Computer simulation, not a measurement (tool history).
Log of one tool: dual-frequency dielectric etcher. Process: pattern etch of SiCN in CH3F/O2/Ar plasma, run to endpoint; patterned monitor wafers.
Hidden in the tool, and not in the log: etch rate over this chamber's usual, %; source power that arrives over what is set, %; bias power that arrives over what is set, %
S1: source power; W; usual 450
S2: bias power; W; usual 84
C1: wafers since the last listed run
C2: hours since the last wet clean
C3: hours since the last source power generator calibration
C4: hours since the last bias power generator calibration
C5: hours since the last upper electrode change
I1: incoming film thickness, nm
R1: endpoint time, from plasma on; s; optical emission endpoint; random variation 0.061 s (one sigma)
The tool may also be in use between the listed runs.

{"run": 1, "hour": 0.0, "S1": 450, "S2": 84, "C1": 0, "C2": 472.5, "C3": 2793.1, "C4": 4567.2, "C5": 3931.5, "I1": 8.71, "R1": 20.2}
{"run": 2, "hour": 71.9, "S1": 450, "S2": 84, "C1": 1572, "C2": 544.4, "C3": 2865.0, "C4": 4639.1, "C5": 4003.4, "I1": 8.74, "R1": 20.1}
{"run": 3, "hour": 98.4, "S1": 450, "S2": 84, "C1": 579, "C2": 570.9, "C3": 2891.5, "C4": 4665.6, "C5": 4029.9, "I1": 8.67, "R1": 19.9}
{"run": 4, "hour": 166.1, "S1": 450, "S2": 84, "C1": 1480, "C2": 638.6, "C3": 2959.2, "C4": 4733.3, "C5": 4097.6, "I1": 8.71, "R1": 20.0}
{"hour": 200.7, "done": "wet clean of the chamber"}
{"run": 5, "hour": 201.2, "S1": 450, "S2": 84, "C1": 242, "C2": 0.5, "C3": 2994.3, "C4": 4768.4, "C5": 4132.7, "I1": 8.61, "R1": 20.0}
{"run": 6, "hour": 240.4, "S1": 450, "S2": 84, "C1": 857, "C2": 39.7, "C3": 3033.5, "C4": 4807.6, "C5": 4171.9, "I1": 8.65, "R1": 20.1}
{"run": 7, "hour": 286.1, "S1": 450, "S2": 69, "C1": 999, "C2": 85.4, "C3": 3079.2, "C4": 4853.3, "C5": 4217.6, "I1": 8.65, "R1": 22.7}
{"run": 8, "hour": 349.0, "S1": 400, "S2": 77, "C1": 1375, "C2": 148.3, "C3": 3142.1, "C4": 4916.2, "C5": 4280.5, "I1": 8.78, "R1": 22.3}
{"run": 9, "hour": 406.9, "S1": 400, "S2": 77, "C1": 1266, "C2": 206.2, "C3": 3200.0, "C4": 4974.1, "C5": 4338.4, "I1": 8.78, "R1": 22.2}
{"run": 10, "hour": 451.5, "S1": 360, "S2": 98, "C1": 975, "C2": 250.8, "C3": 3244.6, "C4": 5018.7, "C5": 4383.0, "I1": 8.73, "R1": 19.9}
{"run": 11, "hour": 512.1, "S1": 360, "S2": 98, "C1": 1325, "C2": 311.4, "C3": 3305.2, "C4": 5079.3, "C5": 4443.6, "I1": 8.7, "R1": 19.8}
{"run": 12, "hour": 548.1, "S1": 450, "S2": 69, "C1": 787, "C2": 347.4, "C3": 3341.2, "C4": 5115.3, "C5": 4479.6, "I1": 8.54, "R1": 22.1}
{"run": 13, "hour": 609.6, "S1": 450, "S2": 84, "C1": 1345, "C2": 408.9, "C3": 3402.7, "C4": 5176.8, "C5": 4541.1, "I1": 8.73, "R1": 20.1}
{"hour": 684.1, "done": "source power generator calibrated"}
{"run": 14, "hour": 684.6, "S1": 380, "S2": 91, "C1": 1552, "C2": 483.9, "C3": 0.5, "C4": 5251.8, "C5": 4616.1, "I1": 8.66, "R1": 20.2}
{"run": 15, "hour": 720.3, "S1": 530, "S2": 77, "C1": 780, "C2": 519.6, "C3": 36.2, "C4": 5287.5, "C5": 4651.8, "I1": 8.67, "R1": 19.9}
{"run": 16, "hour": 774.4, "S1": 530, "S2": 77, "C1": 1183, "C2": 573.7, "C3": 90.3, "C4": 5341.6, "C5": 4705.9, "I1": 8.74, "R1": 20.0}
{"run": 17, "hour": 842.6, "S1": 380, "S2": 76, "C1": 1491, "C2": 641.9, "C3": 158.5, "C4": 5409.8, "C5": 4774.1, "I1": 8.76, "R1": 22.4}
{"hour": 867.1, "done": "wet clean of the chamber"}
{"run": 18, "hour": 911.1, "S1": 390, "S2": 69, "C1": 973, "C2": 44.0, "C3": 227.0, "C4": 5478.3, "C5": 4842.6, "I1": 8.7, "R1": 23.9}
{"hour": 972.9, "done": "bias power generator calibrated"}
{"hour": 996.6, "done": "upper electrode replaced"}
{"run": 19, "hour": 997.1, "S1": 450, "S2": 84, "C1": 1275, "C2": 130.0, "C3": 313.0, "C4": 24.2, "C5": 0.5, "I1": 8.77, "R1": 20.4}
{"run": 20, "hour": 1191.1, "S1": 370, "S2": 98, "C1": 4243, "C2": 324.0, "C3": 507.0, "C4": 218.2, "C5": 194.5, "I1": 8.67, "R1": 19.5}
{"run": 21, "hour": 1306.7, "S1": 550, "S2": 76, "C1": 2528, "C2": 439.6, "C3": 622.6, "C4": 333.8, "C5": 310.1, "I1": 8.69, "R1": 19.9}
{"run": 22, "hour": 1348.3, "S1": 380, "S2": 84, "C1": 909, "C2": 481.2, "C3": 664.2, "C4": 375.4, "C5": 351.7, "I1": 8.72, "R1": 21.2}
{"run": 23, "hour": 1415.7, "S1": 540, "S2": 66, "C1": 1474, "C2": 548.6, "C3": 731.6, "C4": 442.8, "C5": 419.1, "I1": 8.67, "R1": 21.8}

Forecast each of these 4 alternatives for the next run:
{"run": "A", "hour": 1416.1, "S1": 450, "S2": 84, "C1": 8, "C2": 549.0, "C3": 732.0, "C4": 443.2, "C5": 419.5, "I1": 8.74, "R1": "?"}
{"run": "B", "hour": 1416.1, "S1": 450, "S2": 92, "C1": 8, "C2": 549.0, "C3": 732.0, "C4": 443.2, "C5": 419.5, "I1": 8.74, "R1": "?"}
{"run": "C", "hour": 1416.1, "S1": 450, "S2": 104, "C1": 8, "C2": 549.0, "C3": 732.0, "C4": 443.2, "C5": 419.5, "I1": 8.74, "R1": "?"}
{"run": "D", "hour": 1416.1, "S1": 530, "S2": 89, "C1": 8, "C2": 549.0, "C3": 732.0, "C4": 443.2, "C5": 419.5, "I1": 8.74, "R1": "?"}

run=A R1=20.2
run=B R1=19.2
run=C R1=17.9
run=D R1=18.5
Without the tool's hidden state the same runs would have given:
run=A R1=20.4
run=B R1=19.4
run=C R1=18.1
run=D R1=18.8
